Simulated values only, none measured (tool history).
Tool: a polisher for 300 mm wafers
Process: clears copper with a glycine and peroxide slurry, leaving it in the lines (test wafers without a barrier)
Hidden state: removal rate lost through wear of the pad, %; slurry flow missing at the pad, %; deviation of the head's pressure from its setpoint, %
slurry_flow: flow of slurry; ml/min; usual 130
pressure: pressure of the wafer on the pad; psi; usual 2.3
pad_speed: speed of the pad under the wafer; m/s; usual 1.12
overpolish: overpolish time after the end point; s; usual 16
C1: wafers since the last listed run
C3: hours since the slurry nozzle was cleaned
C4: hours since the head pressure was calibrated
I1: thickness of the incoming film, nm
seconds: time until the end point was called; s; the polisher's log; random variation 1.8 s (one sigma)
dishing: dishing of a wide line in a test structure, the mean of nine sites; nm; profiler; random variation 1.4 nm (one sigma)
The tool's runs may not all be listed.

{"run": 1, "day": 0.0, "slurry_flow": 130, "pressure": 2.3, "pad_speed": 1.12, "overpolish": 16, "C1": 0, "wafers polished on this pad": 2146, "C3": 28.6, "C4": 316.7, "I1": 837.0, "seconds": 144.6, "dishing": 54.7}
{"run": 2, "day": 3.979, "slurry_flow": 130, "pressure": 2.3, "pad_speed": 1.12, "overpolish": 16, "C1": 380, "wafers polished on this pad": 2526, "C3": 124.1, "C4": 412.2, "I1": 840.6, "seconds": 143.1, "dishing": 56.7}
{"day": 6.212, "done": "worn pad replaced by a new one"}
{"run": 3, "day": 7.838, "slurry_flow": 130, "pressure": 2.3, "pad_speed": 1.12, "overpolish": 16, "C1": 353, "wafers polished on this pad": 155, "C3": 216.7, "C4": 504.8, "I1": 851.4, "seconds": 141.4, "dishing": 58.1}
{"run": 4, "day": 10.683, "slurry_flow": 130, "pressure": 2.3, "pad_speed": 1.12, "overpolish": 16, "C1": 272, "wafers polished on this pad": 427, "C3": 285.0, "C4": 573.1, "I1": 845.4, "seconds": 142.0, "dishing": 56.4}
{"run": 5, "day": 13.229, "slurry_flow": 130, "pressure": 2.3, "pad_speed": 1.12, "overpolish": 16, "C1": 243, "wafers polished on this pad": 671, "C3": 346.1, "C4": 634.2, "I1": 834.2, "seconds": 141.8, "dishing": 58.5}
{"run": 6, "day": 14.821, "slurry_flow": 130, "pressure": 2.3, "pad_speed": 0.86, "overpolish": 16, "C1": 152, "wafers polished on this pad": 823, "C3": 384.3, "C4": 672.4, "I1": 824.8, "seconds": 174.6, "dishing": 51.8}
{"run": 7, "day": 18.438, "slurry_flow": 130, "pressure": 2.3, "pad_speed": 0.86, "overpolish": 16, "C1": 345, "wafers polished on this pad": 1169, "C3": 471.1, "C4": 759.2, "I1": 834.3, "seconds": 171.8, "dishing": 50.8}
{"day": 18.954, "done": "head pressure recalibrated"}
{"run": 8, "day": 21.446, "slurry_flow": 130, "pressure": 2.3, "pad_speed": 0.86, "overpolish": 16, "C1": 279, "wafers polished on this pad": 1449, "C3": 543.3, "C4": 59.8, "I1": 829.4, "seconds": 174.8, "dishing": 46.8}
{"run": 9, "day": 23.575, "slurry_flow": 170, "pressure": 2.3, "pad_speed": 1.12, "overpolish": 24, "C1": 203, "wafers polished on this pad": 1652, "C3": 594.4, "C4": 110.9, "I1": 830.5, "seconds": 139.4, "dishing": 80.5}
{"day": 25.329, "done": "slurry nozzle cleaned"}
{"run": 10, "day": 25.712, "slurry_flow": 130, "pressure": 2.3, "pad_speed": 1.12, "overpolish": 16, "C1": 200, "wafers polished on this pad": 1853, "C3": 9.2, "C4": 162.2, "I1": 824.4, "seconds": 141.4, "dishing": 57.6}
{"run": 11, "day": 28.446, "slurry_flow": 130, "pressure": 2.3, "pad_speed": 1.12, "overpolish": 16, "C1": 261, "wafers polished on this pad": 2114, "C3": 74.8, "C4": 227.8, "I1": 824.4, "seconds": 139.4, "dishing": 57.1}
{"run": 12, "day": 32.708, "slurry_flow": 160, "pressure": 2.9, "pad_speed": 1.24, "overpolish": 7, "C1": 407, "wafers polished on this pad": 2522, "C3": 177.1, "C4": 330.1, "I1": 841.3, "seconds": 109.6, "dishing": 34.0}
{"day": 33.204, "done": "worn pad replaced by a new one"}
{"run": 13, "day": 34.817, "slurry_flow": 130, "pressure": 2.3, "pad_speed": 1.12, "overpolish": 16, "C1": 185, "wafers polished on this pad": 154, "C3": 227.7, "C4": 380.7, "I1": 844.0, "seconds": 139.8, "dishing": 59.4}
{"run": 14, "day": 37.833, "slurry_flow": 90, "pressure": 2.3, "pad_speed": 1.12, "overpolish": 16, "C1": 288, "wafers polished on this pad": 442, "C3": 300.1, "C4": 453.1, "I1": 834.3, "seconds": 156.5, "dishing": 54.3}
{"run": 15, "day": 41.538, "slurry_flow": 130, "pressure": 2.3, "pad_speed": 1.12, "overpolish": 16, "C1": 354, "wafers polished on this pad": 796, "C3": 389.0, "C4": 542.0, "I1": 832.5, "seconds": 139.2, "dishing": 60.2}
{"run": 16, "day": 45.617, "slurry_flow": 130, "pressure": 2.3, "pad_speed": 1.12, "overpolish": 9, "C1": 390, "wafers polished on this pad": 1187, "C3": 486.9, "C4": 639.9, "I1": 849.7, "seconds": 141.5, "dishing": 38.4}
{"run": 17, "day": 49.175, "slurry_flow": 130, "pressure": 2.9, "pad_speed": 1.12, "overpolish": 16, "C1": 340, "wafers polished on this pad": 1527, "C3": 572.3, "C4": 725.3, "I1": 846.0, "seconds": 119.6, "dishing": 70.3}
{"run": 18, "day": 50.692, "slurry_flow": 130, "pressure": 2.3, "pad_speed": 1.12, "overpolish": 16, "C1": 145, "wafers polished on this pad": 1672, "C3": 608.7, "C4": 761.7, "I1": 850.6, "seconds": 138.4, "dishing": 61.6}
{"day": 54.746, "done": "head pressure recalibrated"}
{"day": 57.379, "done": "slurry nozzle cleaned"}
{"run": 19, "day": 57.954, "slurry_flow": 130, "pressure": 2.3, "pad_speed": 1.36, "overpolish": 16, "C1": 682, "wafers polished on this pad": 2355, "C3": 13.8, "C4": 77.0, "I1": 847.4, "seconds": 122.1, "dishing": 64.0}
{"day": 60.138, "done": "worn pad replaced by a new one"}
{"run": 20, "day": 60.158, "slurry_flow": 130, "pressure": 2.3, "pad_speed": 1.12, "overpolish": 16, "C1": 194, "wafers polished on this pad": 1, "C3": 66.7, "C4": 129.9, "I1": 827.3, "seconds": 142.3, "dishing": 58.7}
{"run": 21, "day": 62.525, "slurry_flow": 130, "pressure": 1.8, "pad_speed": 1.48, "overpolish": 22, "C1": 226, "wafers polished on this pad": 228, "C3": 123.5, "C4": 186.7, "I1": 839.9, "seconds": 131.7, "dishing": 77.9}
{"run": 22, "day": 65.929, "slurry_flow": 130, "pressure": 2.3, "pad_speed": 1.12, "overpolish": 16, "C1": 325, "wafers polished on this pad": 553, "C3": 205.2, "C4": 268.4, "I1": 834.8, "seconds": 143.7, "dishing": 58.2}
{"run": 23, "day": 67.992, "slurry_flow": 130, "pressure": 2.3, "pad_speed": 0.8, "overpolish": 16, "C1": 197, "wafers polished on this pad": 751, "C3": 254.7, "C4": 317.9, "I1": 820.4, "seconds": 184.2, "dishing": 48.5}
{"run": 24, "day": 71.358, "slurry_flow": 85, "pressure": 2.1, "pad_speed": 1.12, "overpolish": 16, "C1": 322, "wafers polished on this pad": 1073, "C3": 335.5, "C4": 398.7, "I1": 827.9, "seconds": 161.1, "dishing": 51.7}
{"run": 25, "day": 73.025, "slurry_flow": 130, "pressure": 2.1, "pad_speed": 1.0, "overpolish": 6, "C1": 159, "wafers polished on this pad": 1232, "C3": 375.5, "C4": 438.7, "I1": 832.6, "seconds": 163.9, "dishing": 21.6}
{"run": 26, "day": 76.808, "slurry_flow": 130, "pressure": 2.3, "pad_speed": 1.12, "overpolish": 16, "C1": 361, "wafers polished on this pad": 1594, "C3": 466.3, "C4": 529.5, "I1": 841.2, "seconds": 141.7, "dishing": 58.7}
{"run": 27, "day": 81.238, "slurry_flow": 130, "pressure": 1.7, "pad_speed": 1.12, "overpolish": 16, "C1": 423, "wafers polished on this pad": 2018, "C3": 572.6, "C4": 635.8, "I1": 841.3, "seconds": 166.8, "dishing": 50.3}
{"run": 28, "day": 83.475, "slurry_flow": 130, "pressure": 1.9, "pad_speed": 1.12, "overpolish": 16, "C1": 214, "wafers polished on this pad": 2232, "C3": 626.3, "C4": 689.5, "I1": 849.0, "seconds": 154.2, "dishing": 53.6}
{"run": 29, "day": 85.058, "slurry_flow": 130, "pressure": 2.3, "pad_speed": 0.84, "overpolish": 16, "C1": 151, "wafers polished on this pad": 2383, "C3": 664.3, "C4": 727.5, "I1": 842.5, "seconds": 174.9, "dishing": 48.6}
{"day": 86.496, "done": "worn pad replaced by a new one"}
{"day": 87.825, "done": "head pressure recalibrated"}
{"run": 30, "day": 88.45, "slurry_flow": 130, "pressure": 2.3, "pad_speed": 1.12, "overpolish": 16, "C1": 300, "wafers polished on this pad": 178, "C3": 745.7, "C4": 15.0, "I1": 841.9, "seconds": 143.1, "dishing": 57.1}
{"day": 89.362, "done": "slurry nozzle cleaned"}
{"run": 31, "day": 90.083, "slurry_flow": 90, "pressure": 1.7, "pad_speed": 0.82, "overpolish": 8, "C1": 152, "wafers polished on this pad": 331, "C3": 17.3, "C4": 54.2, "I1": 838.3, "seconds": 225.4, "dishing": 20.4}
{"run": 32, "day": 93.079, "slurry_flow": 130, "pressure": 2.3, "pad_speed": 1.12, "overpolish": 12, "C1": 286, "wafers polished on this pad": 617, "C3": 89.2, "C4": 126.1, "I1": 821.7, "seconds": 137.7, "dishing": 47.1}
{"run": 33, "day": 95.188, "slurry_flow": 170, "pressure": 2.3, "pad_speed": 1.12, "overpolish": 21, "C1": 201, "wafers polished on this pad": 819, "C3": 139.8, "C4": 176.7, "I1": 839.6, "seconds": 140.3, "dishing": 74.7}

Some steps in seconds between neighbouring runs. How much of each would the tool show without its hidden state too (settings, what came in, random variation), and how much is left for the hidden state, with any gauge scatter that isn't in both results?
Run 7 -> 8: head pressure recalibrated. seconds +3.0 s: hidden state +7.0, all else -4.0.
Run 18 -> 19: pad_speed 1.12 -> 1.36, head pressure recalibrated, slurry nozzle cleaned. seconds -16.3 s: hidden state +7.8, all else -24.1.
Run 22 -> 23: pad_speed 1.12 -> 0.80. seconds +40.5 s: hidden state -0.8, all else +41.3.
Run 29 -> 30: pad_speed 0.84 -> 1.12, worn pad replaced by a new one, head pressure recalibrated. seconds -31.8 s: hidden state +8.8, all else -40.6.
Run 30 -> 31: slurry_flow 130 -> 90, pressure 2.3 -> 1.7, pad_speed 1.12 -> 0.82, overpolish 16 -> 8, slurry nozzle cleaned. seconds +82.3 s: hidden state +0.1, all else +82.2.
Run 31 -> 32: slurry_flow 90 -> 130, pressure 1.7 -> 2.3, pad_speed 0.82 -> 1.12, overpolish 8 -> 12. seconds -87.7 s: hidden state -0.4, all else -87.3.

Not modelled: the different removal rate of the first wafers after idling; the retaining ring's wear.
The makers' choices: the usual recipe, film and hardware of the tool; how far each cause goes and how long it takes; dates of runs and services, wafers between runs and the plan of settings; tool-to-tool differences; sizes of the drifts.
